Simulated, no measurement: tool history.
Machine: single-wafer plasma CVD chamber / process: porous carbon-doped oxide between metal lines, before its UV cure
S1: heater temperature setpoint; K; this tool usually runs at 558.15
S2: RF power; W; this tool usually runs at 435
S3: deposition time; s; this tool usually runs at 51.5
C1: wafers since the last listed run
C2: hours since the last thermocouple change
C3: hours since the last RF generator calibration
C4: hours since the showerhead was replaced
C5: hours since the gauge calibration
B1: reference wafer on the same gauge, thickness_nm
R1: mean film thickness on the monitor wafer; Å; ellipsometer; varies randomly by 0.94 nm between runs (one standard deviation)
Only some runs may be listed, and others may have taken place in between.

run   hour      S1   S2    S3   C1      C2     C3      C4     C5       B1       R1
  1    0.0  558.15  435  55.8    0  1919.4  686.0  4887.4  122.5  215.962  2637.41
  2   36.3  558.15  435  51.5  592  1955.7  722.3  4923.7  158.8  215.783  2420.94
  3   47.5  558.15  435  51.5  182  1966.9  733.5  4934.9  170.0  215.730  2424.74
  4   59.9  558.15  490  51.5  202  1979.3  745.9  4947.3  182.4  216.266  2654.20
  5   71.0  558.15  490  51.5  181  1990.4  757.0  4958.4  193.5  216.096  2683.41
  6   87.9  558.15  435  51.5  276  2007.3  773.9  4975.3  210.4  215.989  2418.01
  7   95.7  558.15  435  51.5  127  2015.1  781.7  4983.1  218.2  216.253  2427.69
  8  104.2  547.15  435  51.5  138  2023.6  790.2  4991.6  226.7  216.061  2571.75
  9  120.7  554.15  435  51.5  269  2040.1  806.7  5008.1  243.2  215.837  2453.76
 10  133.2  554.15  435  51.5  204  2052.6  819.2  5020.6  255.7  216.075  2453.49
 11  158.1  554.15  435  51.5  406  2077.5  844.1  5045.5  280.6  215.734  2468.73
 12  167.2  558.15  485  51.5  148  2086.6  853.2  5054.6  289.7  216.178  2633.52
     177.3  -- RF generator calibrated
 13  182.6  558.15  485  51.5  120  2102.0    5.3  5070.0  305.1  216.105  2729.10
 14  189.1  558.15  435  54.3  106  2108.5   11.8  5076.5  311.6  215.789  2636.08
 15  195.7  558.15  435  54.3  107  2115.1   18.4  5083.1  318.2  216.029  2641.17
 16  203.4  558.15  495  51.5  125  2122.8   26.1  5090.8  325.9  215.934  2748.82
     205.0  -- gauge calibrated
 17  215.4  558.15  500  60.6  196  2134.8   38.1  5102.8   10.4  215.840  3291.52
 18  233.4  551.15  455  51.5  294  2152.8   56.1  5120.8   28.4  215.901  2714.83
 19  247.0  558.15  435  51.5  222  2166.4   69.7  5134.4   42.0  216.094  2511.74
 20  260.0  551.15  480  55.8  212  2179.4   82.7  5147.4   55.0  216.300  3053.21
 21  276.4  549.15  435  51.5  267  2195.8   99.1  5163.8   71.4  216.378  2630.92
 22  282.6  567.15  520  46.6  101  2202.0  105.3  5170.0   77.6  216.335  2492.34
     291.0  -- thermocouple changed; heater temperature recalibrated
 23  292.1  572.15  370  46.8   24     1.1  114.8  5179.5   87.1  215.836  1838.44
 24  303.1  558.15  490  51.5  179    12.1  125.8  5190.5   98.1  216.041  2738.39
 25  310.3  543.15  370  58.0  117    19.3  133.0  5197.7  105.3  216.057  2654.48
 26  318.0  546.15  410  47.8  125    27.0  140.7  5205.4  113.0  215.751  2364.25
     337.2  -- showerhead replaced, of another model than before
 27  337.7  558.15  435  51.5  191    46.7  160.4     0.5  132.7  215.910  2498.49
 28  376.7  558.15  435  51.5  637    85.7  199.4    39.5  171.7  216.290  2484.13
 29  393.3  558.15  435  51.5  271   102.3  216.0    56.1  188.3  215.937  2511.14
 30  402.5  558.15  460  51.5  150   111.5  225.2    65.3  197.5  216.377  2591.30
 31  411.8  571.15  435  51.5  151   120.8  234.5    74.6  206.8  215.668  2313.27
 32  427.5  564.15  505  56.3  256   136.5  250.2    90.3  222.5  216.033  2893.53

For run 33, what comes out?
 33  437.6  564.15  510  51.5  164  146.6  260.3  100.4  232.6   ?   ?

Run 33 gave B1 216.097, R1 2657.03 Å.
Without the tool's hidden state the same run would have given R1 2680.91 Å.

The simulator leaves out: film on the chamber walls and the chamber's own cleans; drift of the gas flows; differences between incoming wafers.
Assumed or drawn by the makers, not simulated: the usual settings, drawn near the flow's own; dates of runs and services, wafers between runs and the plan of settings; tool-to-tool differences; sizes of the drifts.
